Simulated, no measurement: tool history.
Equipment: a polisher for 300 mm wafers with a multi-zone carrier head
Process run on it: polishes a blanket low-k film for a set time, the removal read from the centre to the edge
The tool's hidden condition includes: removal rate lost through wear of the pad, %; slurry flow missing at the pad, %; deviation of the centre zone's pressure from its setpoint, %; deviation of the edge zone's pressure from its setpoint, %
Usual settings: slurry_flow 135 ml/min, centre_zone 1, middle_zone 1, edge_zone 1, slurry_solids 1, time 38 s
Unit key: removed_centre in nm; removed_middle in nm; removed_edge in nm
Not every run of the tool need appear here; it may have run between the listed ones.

run   hour  slurry_flow  centre_zone  middle_zone  edge_zone  slurry_solids  time  wafers since the last listed run  wafers polished on this pad  hours since the slurry nozzle was cleaned  hours since the centre zone pressure was calibrated  hours since the edge zone pressure was calibrated  hours since the carrier head's membrane was replaced  incoming thickness of the incoming film, nm  removed_centre  removed_middle  removed_edge
  1      0          135         1.08            1       1.09           1.25    38                                 0                         1252                                        127                                                812.8                                                8.5                                                   0.5                                        327.8            14.2            13.2          14.2
  2   19.4          135            1            1          1              1    38                               162                         1415                                      146.4                                                832.2                                               27.9                                                  19.9                                        333.6            12.6            12.8          12.3
      49.1  -- worn pad replaced by a new one
  3   51.9          135            1            1       1.03              1    38                               239                           23                                      178.9                                                864.7                                               60.4                                                  52.4                                        324.3              13            12.5            13
  4   76.4          135            1         0.94       0.96              1    33                               205                          229                                      203.4                                                889.2                                               84.9                                                  76.9                                        331.1            11.2            10.2          10.5
  5   90.2          145            1         1.11          1            1.1    38                               115                          345                                      217.2                                                  903                                               98.7                                                  90.7                                        324.9            13.3            13.9          12.9
  6  121.9          135         0.92            1          1              1    33                               266                          611                                      248.9                                                934.7                                              130.4                                                 122.4                                          334            10.6            10.8          10.8
  7  153.1          135         0.93         0.96       0.88              1    47                               262                          873                                      280.1                                                965.9                                              161.6                                                 153.6                                        331.8            15.1            15.2          14.2
  8  167.6          150            1            1          1           0.75    47                               121                          995                                      294.6                                                980.4                                              176.1                                                 168.1                                          328            14.6            14.3          14.3
  9  194.4          135            1            1          1              1    38                               225                         1220                                      321.4                                               1007.2                                              202.9                                                 194.9                                        327.3            12.7            12.7          12.6
 10    214          135            1            1       1.11              1    38                               164                         1385                                        341                                               1026.8                                              222.5                                                 214.5                                        331.3            12.4            12.2          13.4
 11  239.8          135            1            1          1              1    50                               216                         1602                                      366.8                                               1052.6                                              248.3                                                 240.3                                        325.4            16.5            16.3          16.2
     257.5  -- centre zone pressure recalibrated
     259.5  -- worn pad replaced by a new one
 12  260.5          135            1            1          1            0.9    38                               140                            8                                      387.5                                                    3                                                269                                                   261                                        324.9            12.4              12          12.3
 13  284.3          135            1         0.91          1              1    38                               199                          208                                      411.3                                                 26.8                                              292.8                                                 284.8                                        327.1            12.6            11.7          12.5
 14  319.1          120            1            1       1.08              1    38                               292                          500                                      446.1                                                 61.6                                              327.6                                                 319.6                                        328.9            12.1              12          12.9
 15  338.7           95            1            1          1           0.75    47                               164                          665                                      465.7                                                 81.2                                              347.2                                                 339.2                                        324.6            12.8            12.8          13.2
 16  362.2          135            1            1          1              1    38                               197                          862                                      489.2                                                104.7                                              370.7                                                 362.7                                        328.1            12.5            12.2          12.2
 17  388.7          135            1            1          1              1    38                               222                         1085                                      515.7                                                131.2                                              397.2                                                 389.2                                        328.7              12            12.3          12.5
 18  413.8          135            1            1          1            1.2    38                               210                         1296                                      540.8                                                156.3                                              422.3                                                 414.3                                        336.6            12.9            12.8          12.9
       427  -- edge zone pressure recalibrated
 19  427.9          165            1            1       1.04              1    42                               101                         1397                                      554.9                                                170.4                                                0.9                                                 428.4                                        328.4            14.2            13.8            14
     457.3  -- worn pad replaced by a new one
 20    459          135            1            1          1              1    38                               227                           14                                        586                                                201.5                                                 32                                                 459.5                                        324.4              12              12            12
 21  493.5          135            1         0.91       1.07              1    43                               289                          303                                      620.5                                                  236                                               66.5                                                   494                                        332.3            13.8            12.5          14.6
 22  519.2          135         0.96         0.89          1           0.75    47                               215                          519                                      646.2                                                261.7                                               92.2                                                 519.7                                        334.9            13.2            12.4          13.5

Below are 4 alternative next runs, each starting from the tool's condition after run 22. Predict each:
  A  519.6          135            1            1          1              1    38                                 3                          523                                      646.6                                                262.1                                               92.6                                                 520.1                                        333.7               ?               ?             ?
  B  519.6          135          0.9         1.05          1           0.75    38                                 3                          523                                      646.6                                                262.1                                               92.6                                                 520.1                                        333.7               ?               ?             ?
  C  519.6          135            1         1.07          1            1.2    38                                 3                          523                                      646.6                                                262.1                                               92.6                                                 520.1                                        333.7               ?               ?             ?
  D  519.6          125            1         1.08          1           0.85    38                                 3                          523                                      646.6                                                262.1                                               92.6                                                 520.1                                        333.7               ?               ?             ?

run  removed_centre  removed_middle  removed_edge
  A            11.6            11.9          12.1
  B            10.1            11.3          11.1
  C            12.2            13.1          12.7
  D            10.8            11.7          11.4
What these runs would have given with no unlogged condition in the tool:
run  removed_centre  removed_middle  removed_edge
  A            12.5            12.8          12.7
  B            10.9            12.1          11.7
  C            13.2              14          13.3
  D            11.8            12.6            12
